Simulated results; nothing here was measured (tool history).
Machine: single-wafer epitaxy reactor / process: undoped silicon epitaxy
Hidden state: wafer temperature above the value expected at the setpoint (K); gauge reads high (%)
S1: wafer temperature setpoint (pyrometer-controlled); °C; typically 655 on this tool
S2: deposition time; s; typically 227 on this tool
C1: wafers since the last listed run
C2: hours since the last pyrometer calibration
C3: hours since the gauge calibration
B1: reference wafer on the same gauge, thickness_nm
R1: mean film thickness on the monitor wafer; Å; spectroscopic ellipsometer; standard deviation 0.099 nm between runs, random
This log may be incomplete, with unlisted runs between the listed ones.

| run | hour | S1 | S2 | C1 | C2 | C3 | B1 | R1 |
|---|---|---|---|---|---|---|---|---|
| 1 | 0.0 | 644 | 250 | 0 | 1713.4 | 70.3 | 45.984 | 400.64 |
| 2 | 7.2 | 655 | 227 | 60 | 1720.6 | 77.5 | 46.006 | 456.85 |
| 3 | 24.3 | 655 | 227 | 143 | 1737.7 | 94.6 | 46.059 | 456.87 |
| 4 | 35.5 | 655 | 227 | 94 | 1748.9 | 105.8 | 45.969 | 455.42 |
| 5 | 48.1 | 655 | 227 | 105 | 1761.5 | 118.4 | 45.978 | 454.35 |
| 6 | 56.0 | 655 | 227 | 66 | 1769.4 | 126.3 | 46.000 | 459.12 |
| 7 | 63.5 | 650 | 259 | 62 | 1776.9 | 133.8 | 46.031 | 469.22 |
| 8 | 72.6 | 650 | 259 | 76 | 1786.0 | 142.9 | 46.022 | 468.73 |
| 9 | 82.3 | 650 | 259 | 81 | 1795.7 | 152.6 | 46.029 | 469.17 |

Run 10, settings as shown, results not yet in. Your forecast:
| 10 | 88.7 | 668 | 215 | 53 | 1802.1 | 159.0 | ? | ? |

Run 10 yielded B1 45.984, R1 564.44 Å.
Minus the tool's unlogged condition, the same run would have read R1 521.74 Å.
